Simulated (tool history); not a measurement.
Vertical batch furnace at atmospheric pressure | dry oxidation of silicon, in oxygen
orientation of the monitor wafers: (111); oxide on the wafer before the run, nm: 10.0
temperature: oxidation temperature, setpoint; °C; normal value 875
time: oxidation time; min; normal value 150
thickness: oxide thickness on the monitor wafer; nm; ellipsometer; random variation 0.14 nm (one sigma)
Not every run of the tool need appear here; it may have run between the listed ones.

run     day  temperature   time  wafers since the last listed run  hours since the last temperature calibration  hours since the boat lift was adjusted  hours since the gauge calibration  read-back reference wafer on the same gauge, thickness  thickness
  1       0          875    150                                 0                                        3053.9                                  4851.8                              220.3                                                   46.79      43.65
  2   1.267          875    150                               311                                        3084.3                                  4882.2                              250.7                                                   46.76      43.73
  3   2.408          860    150                               281                                        3111.7                                  4909.6                              278.1                                                   46.83      37.88
  4   3.204          860    150                               195                                        3130.8                                  4928.7                              297.2                                                   46.79      37.88
  5   4.204          875  117.5                               246                                        3154.8                                  4952.7                              321.2                                                   46.81      37.77
  6   5.238          875    150                               254                                        3179.6                                  4977.5                                346                                                   46.82      43.38
      6.362  -- boat lift adjusted
  7   6.383          875    150                                35                                        3207.1                                     0.5                              373.5                                                   46.82      43.38
  8   7.288          875    150                               222                                        3228.8                                    22.2                              395.2                                                   46.81      43.49
      7.425  -- gauge calibrated
      8.746  -- thermocouples replaced and temperature profile calibrated
  9   8.767          875    150                               117                                           0.5                                    57.7                               32.2                                                   46.79      43.66
 10   9.067          875    150                                73                                           7.7                                    64.9                               39.4                                                   46.83      43.62
 11   9.654          875    150                               144                                          21.8                                      79                               53.5                                                    46.8      43.59
 12  10.475          865   98.5                               202                                          41.5                                    98.7                               73.2                                                   46.79      30.98
 13  14.138          893  180.5                               901                                         129.4                                   186.6                              161.1                                                   46.79      58.09
 14  15.042          893  100.5                               222                                         151.1                                   208.3                              182.8                                                   46.82       40.3
 15  16.012          855  181.5                               238                                         174.4                                   231.6                              206.1                                                   46.78      40.57
 16  16.696          852    150                               168                                         190.8                                     248                              222.5                                                   46.79      35.25
 17  17.404          866    205                               174                                         207.8                                     265                              239.5                                                    46.8      48.52
 18  18.188          875    150                               192                                         226.6                                   283.8                              258.3                                                   46.79      43.35
 19  18.646          875    150                               112                                         237.6                                   294.8                              269.3                                                   46.77      43.73
 20  19.671          875  108.5                               252                                         262.2                                   319.4                              293.9                                                   46.81      35.96
 21  20.429          875    150                               186                                         280.4                                   337.6                              312.1                                                   46.78      43.51

Take each entry between the runs: how does the hidden state at the last listed run before it differ from the hidden state at the first listed run after it?
In the gap between runs 6 and 7: boat lift adjusted (day 6.362)
  the hidden state is the same at both runs
In the gap between runs 8 and 9: gauge calibrated (day 7.425); thermocouples replaced and temperature profile calibrated (day 8.746)
  the hidden state is the same at both runs
